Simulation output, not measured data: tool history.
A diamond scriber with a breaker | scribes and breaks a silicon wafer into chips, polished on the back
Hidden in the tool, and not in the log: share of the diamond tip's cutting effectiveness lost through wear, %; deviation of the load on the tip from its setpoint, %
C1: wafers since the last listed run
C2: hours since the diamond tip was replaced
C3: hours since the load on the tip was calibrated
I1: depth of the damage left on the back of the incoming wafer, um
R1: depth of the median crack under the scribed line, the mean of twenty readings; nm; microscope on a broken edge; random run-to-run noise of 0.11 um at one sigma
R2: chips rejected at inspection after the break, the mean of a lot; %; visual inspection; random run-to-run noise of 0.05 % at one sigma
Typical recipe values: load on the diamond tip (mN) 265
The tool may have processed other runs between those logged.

{"run": 1, "hour": 0.0, "load on the diamond tip (mN)": 323, "C1": 0, "C2": 19.9, "C3": 784.1, "I1": 0.03, "R1": 11660, "R2": 2.01}
{"run": 2, "hour": 60.1, "load on the diamond tip (mN)": 323, "C1": 373, "C2": 80, "C3": 844.2, "I1": 0.04, "R1": 11690, "R2": 2.1}
{"run": 3, "hour": 108.6, "load on the diamond tip (mN)": 265, "C1": 301, "C2": 128.5, "C3": 892.7, "I1": 0.05, "R1": 10580, "R2": 1.28}
{"run": 4, "hour": 160.4, "load on the diamond tip (mN)": 265, "C1": 321, "C2": 180.3, "C3": 944.5, "I1": 0.04, "R1": 10460, "R2": 1.21}
{"run": 5, "hour": 213.7, "load on the diamond tip (mN)": 265, "C1": 330, "C2": 233.6, "C3": 997.8, "I1": 0.01, "R1": 10440, "R2": 1.27}
{"run": 6, "hour": 251.6, "load on the diamond tip (mN)": 265, "C1": 235, "C2": 271.5, "C3": 1035.7, "I1": 0.05, "R1": 10320, "R2": 1.31}
{"run": 7, "hour": 295.1, "load on the diamond tip (mN)": 265, "C1": 270, "C2": 315, "C3": 1079.2, "I1": 0.04, "R1": 10250, "R2": 1.29}
{"run": 8, "hour": 322.9, "load on the diamond tip (mN)": 265, "C1": 172, "C2": 342.8, "C3": 1107, "I1": 0.03, "R1": 10480, "R2": 1.23}
{"run": 9, "hour": 365.6, "load on the diamond tip (mN)": 265, "C1": 265, "C2": 385.5, "C3": 1149.7, "I1": 0.02, "R1": 10590, "R2": 1.3}
{"run": 10, "hour": 393.2, "load on the diamond tip (mN)": 265, "C1": 171, "C2": 413.1, "C3": 1177.3, "I1": 0.03, "R1": 10350, "R2": 1.22}
{"run": 11, "hour": 456.5, "load on the diamond tip (mN)": 265, "C1": 393, "C2": 476.4, "C3": 1240.6, "I1": 0.02, "R1": 10440, "R2": 1.34}
{"run": 12, "hour": 499.6, "load on the diamond tip (mN)": 265, "C1": 267, "C2": 519.5, "C3": 1283.7, "I1": 0.05, "R1": 10180, "R2": 1.3}
{"hour": 508.1, "done": "load on the tip recalibrated"}
{"run": 13, "hour": 553.0, "load on the diamond tip (mN)": 265, "C1": 319, "C2": 572.9, "C3": 44.9, "I1": 0.05, "R1": 10330, "R2": 1.26}
{"run": 14, "hour": 620.9, "load on the diamond tip (mN)": 327, "C1": 421, "C2": 640.8, "C3": 112.8, "I1": 0.02, "R1": 11160, "R2": 1.68}
{"run": 15, "hour": 668.3, "load on the diamond tip (mN)": 327, "C1": 294, "C2": 688.2, "C3": 160.2, "I1": 0.03, "R1": 11320, "R2": 1.62}
{"run": 16, "hour": 712.5, "load on the diamond tip (mN)": 327, "C1": 274, "C2": 732.4, "C3": 204.4, "I1": 0.05, "R1": 11200, "R2": 1.55}
{"run": 17, "hour": 751.4, "load on the diamond tip (mN)": 265, "C1": 241, "C2": 771.3, "C3": 243.3, "I1": 0.04, "R1": 10170, "R2": 1.48}
{"run": 18, "hour": 799.8, "load on the diamond tip (mN)": 265, "C1": 300, "C2": 819.7, "C3": 291.7, "I1": 0.05, "R1": 10040, "R2": 1.56}
{"run": 19, "hour": 841.6, "load on the diamond tip (mN)": 265, "C1": 259, "C2": 861.5, "C3": 333.5, "I1": 0.02, "R1": 10000, "R2": 1.47}
{"run": 20, "hour": 893.3, "load on the diamond tip (mN)": 230, "C1": 321, "C2": 913.2, "C3": 385.2, "I1": 0.02, "R1": 9160, "R2": 2.67}
{"run": 21, "hour": 937.1, "load on the diamond tip (mN)": 265, "C1": 271, "C2": 957, "C3": 429, "I1": 0.02, "R1": 9780, "R2": 1.55}
{"run": 22, "hour": 966.2, "load on the diamond tip (mN)": 316, "C1": 180, "C2": 986.1, "C3": 458.1, "I1": 0.02, "R1": 10540, "R2": 1.36}
{"run": 23, "hour": 1013.2, "load on the diamond tip (mN)": 265, "C1": 291, "C2": 1033.1, "C3": 505.1, "I1": 0.04, "R1": 9560, "R2": 1.86}
{"run": 24, "hour": 1043.9, "load on the diamond tip (mN)": 213, "C1": 190, "C2": 1063.8, "C3": 535.8, "I1": 0.02, "R1": 8670, "R2": 4.25}
{"run": 25, "hour": 1086.8, "load on the diamond tip (mN)": 191, "C1": 266, "C2": 1106.7, "C3": 578.7, "I1": 0.02, "R1": 8380, "R2": 6.29}
{"run": 26, "hour": 1123.7, "load on the diamond tip (mN)": 319, "C1": 229, "C2": 1143.6, "C3": 615.6, "I1": 0.04, "R1": 10280, "R2": 1.17}
{"run": 27, "hour": 1157.2, "load on the diamond tip (mN)": 207, "C1": 208, "C2": 1177.1, "C3": 649.1, "I1": 0.05, "R1": 8410, "R2": 5.33}
{"run": 28, "hour": 1185.9, "load on the diamond tip (mN)": 265, "C1": 178, "C2": 1205.8, "C3": 677.8, "I1": 0.03, "R1": 9370, "R2": 2.36}
{"run": 29, "hour": 1242.1, "load on the diamond tip (mN)": 265, "C1": 348, "C2": 1262, "C3": 734, "I1": 0.04, "R1": 9280, "R2": 2.65}
{"hour": 1254.1, "done": "diamond tip replaced by a new one"}
{"run": 30, "hour": 1284.8, "load on the diamond tip (mN)": 319, "C1": 252, "C2": 30.7, "C3": 776.7, "I1": 0.02, "R1": 8690, "R2": 3.79}
{"run": 31, "hour": 1318.9, "load on the diamond tip (mN)": 265, "C1": 211, "C2": 64.8, "C3": 810.8, "I1": 0.04, "R1": 8320, "R2": 6.09}
{"run": 32, "hour": 1367.0, "load on the diamond tip (mN)": 344, "C1": 298, "C2": 112.9, "C3": 858.9, "I1": 0.03, "R1": 9310, "R2": 2.55}
{"run": 33, "hour": 1429.0, "load on the diamond tip (mN)": 308, "C1": 385, "C2": 174.9, "C3": 920.9, "I1": 0.03, "R1": 8760, "R2": 3.92}
{"run": 34, "hour": 1468.6, "load on the diamond tip (mN)": 285, "C1": 245, "C2": 214.5, "C3": 960.5, "I1": 0.05, "R1": 8450, "R2": 5.23}
{"hour": 1578.7, "done": "diamond tip replaced by a new one, repeated, since the last time left the tool worse"}
{"run": 35, "hour": 1590.7, "load on the diamond tip (mN)": 304, "C1": 745, "C2": 12, "C3": 1082.6, "I1": 0.03, "R1": 11190, "R2": 1.69}
{"run": 36, "hour": 1615.5, "load on the diamond tip (mN)": 213, "C1": 154, "C2": 36.8, "C3": 1107.4, "I1": 0.04, "R1": 9500, "R2": 2.19}
{"run": 37, "hour": 1650.5, "load on the diamond tip (mN)": 291, "C1": 217, "C2": 71.8, "C3": 1142.4, "I1": 0.03, "R1": 10890, "R2": 1.52}
{"run": 38, "hour": 1676.8, "load on the diamond tip (mN)": 265, "C1": 163, "C2": 98.1, "C3": 1168.7, "I1": 0.05, "R1": 10470, "R2": 1.2}
{"run": 39, "hour": 1745.9, "load on the diamond tip (mN)": 293, "C1": 429, "C2": 167.2, "C3": 1237.8, "I1": 0.04, "R1": 11050, "R2": 1.38}
{"hour": 1750.8, "done": "load on the tip recalibrated"}
{"run": 40, "hour": 1799.0, "load on the diamond tip (mN)": 265, "C1": 317, "C2": 220.3, "C3": 48.2, "I1": 0.03, "R1": 10170, "R2": 1.22}
{"run": 41, "hour": 1869.6, "load on the diamond tip (mN)": 332, "C1": 438, "C2": 290.9, "C3": 118.8, "I1": 0.04, "R1": 11660, "R2": 1.96}

Some steps in R1, run to run, broken into two amounts with sign: the step expected even without the hidden condition (settings, incoming material, random variation), and the rest, left for the hidden condition together with whatever gauge scatter is not in both the measured and the hidden-condition-free result:
Run 25 -> 26: load on the diamond tip (mN) 191 -> 319. R1 +1900 nm: hidden state -260, all else +2160.
Run 26 -> 27: load on the diamond tip (mN) 319 -> 207. R1 -1870 nm: hidden state +140, all else -2010.
Run 29 -> 30: load on the diamond tip (mN) 265 -> 319, diamond tip replaced by a new one. R1 -590 nm: hidden state -1220, all else +630.
Run 31 -> 32: load on the diamond tip (mN) 265 -> 344. R1 +990 nm: hidden state -300, all else +1290.
Run 34 -> 35: load on the diamond tip (mN) 285 -> 304, diamond tip replaced by a new one, repeated, since the last time left the tool worse. R1 +2740 nm: hidden state +2440, all else +300.

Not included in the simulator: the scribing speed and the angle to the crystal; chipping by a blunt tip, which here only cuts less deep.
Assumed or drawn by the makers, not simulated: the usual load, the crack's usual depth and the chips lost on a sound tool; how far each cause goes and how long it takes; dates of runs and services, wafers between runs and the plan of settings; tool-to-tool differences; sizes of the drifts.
